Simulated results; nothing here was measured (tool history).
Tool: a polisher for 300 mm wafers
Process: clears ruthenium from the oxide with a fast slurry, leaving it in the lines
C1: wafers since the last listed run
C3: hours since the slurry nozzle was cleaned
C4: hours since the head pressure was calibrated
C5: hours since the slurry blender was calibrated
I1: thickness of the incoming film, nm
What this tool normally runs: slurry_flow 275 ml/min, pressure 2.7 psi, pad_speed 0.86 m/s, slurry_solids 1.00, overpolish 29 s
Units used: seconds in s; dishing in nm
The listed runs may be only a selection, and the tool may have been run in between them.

Run 1, hour 0.0: usual settings but pressure 2.0 psi; C1 0; wafers polished on this pad 571; C3 68.9; C4 40.8; C5 68.2; I1 289.4. Result: seconds 97.8 s, dishing 50.8 nm.
Run 2, hour 45.2: usual settings but pressure 2.0 psi; C1 299; wafers polished on this pad 870; C3 114.1; C4 86.0; C5 113.4; I1 289.1. Result: seconds 98.8 s, dishing 49.6 nm.
At hour 70.5: worn pad replaced by a new one.
Run 3, hour 71.0: usual settings but pressure 2.0 psi; C1 144; wafers polished on this pad 3; C3 139.9; C4 111.8; C5 139.2; I1 294.2. Result: seconds 103.7 s, dishing 50.7 nm.
Run 4, hour 113.2: usual settings but pad_speed 0.80 m/s; C1 279; wafers polished on this pad 283; C3 182.1; C4 154.0; C5 181.4; I1 291.9. Result: seconds 87.5 s, dishing 53.7 nm.
At hour 139.8: slurry blender recalibrated.
Run 5, hour 154.2: usual settings but pad_speed 0.80 m/s; C1 258; wafers polished on this pad 541; C3 223.1; C4 195.0; C5 14.4; I1 286.5. Result: seconds 84.7 s, dishing 54.0 nm.
At hour 164.3: slurry nozzle cleaned.
Run 6, hour 213.3: usual settings but pressure 2.1 psi, slurry_solids 1.10; C1 384; wafers polished on this pad 926; C3 49.0; C4 254.1; C5 73.5; I1 287.2. Result: seconds 91.9 s, dishing 52.6 nm.
At hour 239.2: worn pad replaced by a new one.
Run 7, hour 242.0: usual settings; C1 163; wafers polished on this pad 18; C3 77.7; C4 282.8; C5 102.2; I1 287.2. Result: seconds 81.1 s, dishing 55.4 nm.
At hour 337.7: slurry blender recalibrated.
Run 8, hour 340.0: usual settings but slurry_solids 0.90; C1 635; wafers polished on this pad 654; C3 175.7; C4 380.8; C5 2.3; I1 293.6. Result: seconds 90.1 s, dishing 52.5 nm.
Run 9, hour 376.4: usual settings but slurry_solids 0.90; C1 241; wafers polished on this pad 895; C3 212.1; C4 417.2; C5 38.7; I1 287.3. Result: seconds 91.9 s, dishing 54.4 nm.
At hour 379.7: slurry nozzle cleaned.
At hour 407.9: worn pad replaced by a new one.
Run 10, hour 423.3: usual settings but slurry_flow 180 ml/min, pressure 2.0 psi, slurry_solids 1.20, overpolish 40 s; C1 277; wafers polished on this pad 102; C3 43.6; C4 464.1; C5 85.6; I1 290.8. Result: seconds 103.5 s, dishing 59.9 nm.
Run 11, hour 471.9: usual settings; C1 321; wafers polished on this pad 423; C3 92.2; C4 512.7; C5 134.2; I1 291.3. Result: seconds 88.2 s, dishing 55.7 nm.
At hour 483.2: head pressure recalibrated.
Run 12, hour 526.9: usual settings; C1 351; wafers polished on this pad 774; C3 147.2; C4 43.7; C5 189.2; I1 292.8. Result: seconds 81.1 s, dishing 57.3 nm.
At hour 577.1: worn pad replaced by a new one.
At hour 592.1: slurry nozzle cleaned.
At hour 592.3: slurry blender recalibrated.
Run 13, hour 592.9: usual settings but slurry_flow 315 ml/min, pad_speed 0.76 m/s, overpolish 34 s; C1 402; wafers polished on this pad 96; C3 0.8; C4 109.7; C5 0.6; I1 293.6. Result: seconds 86.2 s, dishing 59.7 nm.
Run 14, hour 651.8: usual settings but pressure 2.9 psi, overpolish 13 s; C1 390; wafers polished on this pad 486; C3 59.7; C4 168.6; C5 59.5; I1 295.0. Result: seconds 79.2 s, dishing 33.1 nm.
Run 15, hour 715.7: usual settings but slurry_flow 230 ml/min, pressure 3.0 psi, pad_speed 0.68 m/s, overpolish 18 s; C1 423; wafers polished on this pad 910; C3 123.6; C4 232.5; C5 123.4; I1 291.7. Result: seconds 94.1 s, dishing 37.4 nm.
At hour 742.1: worn pad replaced by a new one.
Run 16, hour 749.5: usual settings but slurry_flow 335 ml/min, pressure 1.8 psi, pad_speed 1.08 m/s, slurry_solids 0.90; C1 197; wafers polished on this pad 49; C3 157.4; C4 266.3; C5 157.2; I1 290.3. Result: seconds 93.4 s, dishing 52.1 nm.
Run 17, hour 801.0: usual settings but slurry_flow 340 ml/min, slurry_solids 1.25, overpolish 46 s; C1 341; wafers polished on this pad 390; C3 208.9; C4 317.8; C5 208.7; I1 291.7. Result: seconds 73.2 s, dishing 76.3 nm.
At hour 822.3: slurry nozzle cleaned.
At hour 836.4: slurry blender recalibrated.
Run 18, hour 863.3: usual settings but slurry_flow 330 ml/min, pad_speed 0.64 m/s, slurry_solids 1.20, overpolish 24 s; C1 392; wafers polished on this pad 782; C3 41.0; C4 380.1; C5 26.9; I1 295.5. Result: seconds 96.0 s, dishing 45.9 nm.
Run 19, hour 904.1: usual settings but pad_speed 1.02 m/s, slurry_solids 1.10; C1 270; wafers polished on this pad 1053; C3 81.8; C4 420.9; C5 67.7; I1 287.7. Result: seconds 71.1 s, dishing 61.0 nm.

A few steps of seconds between consecutive runs. Split each: what settings, incoming material and random variation would produce without the hidden state, and what is left over for the hidden state, along with gauge scatter present in only one of the two compared results (measured, and without hidden state):
The hidden state here: removal rate lost through wear of the pad, %; slurry flow missing at the pad, %; deviation of the head's pressure from its setpoint, %; abrasive missing from the slurry, %.
Run 11 -> 12: head pressure recalibrated. seconds -7.1 s: hidden state -6.4, all else -0.7.
Run 18 -> 19: slurry_flow 330 -> 275, pad_speed 0.64 -> 1.02, slurry_solids 1.20 -> 1.10, overpolish 24 -> 29. seconds -24.9 s: hidden state -0.9, all else -24.0.
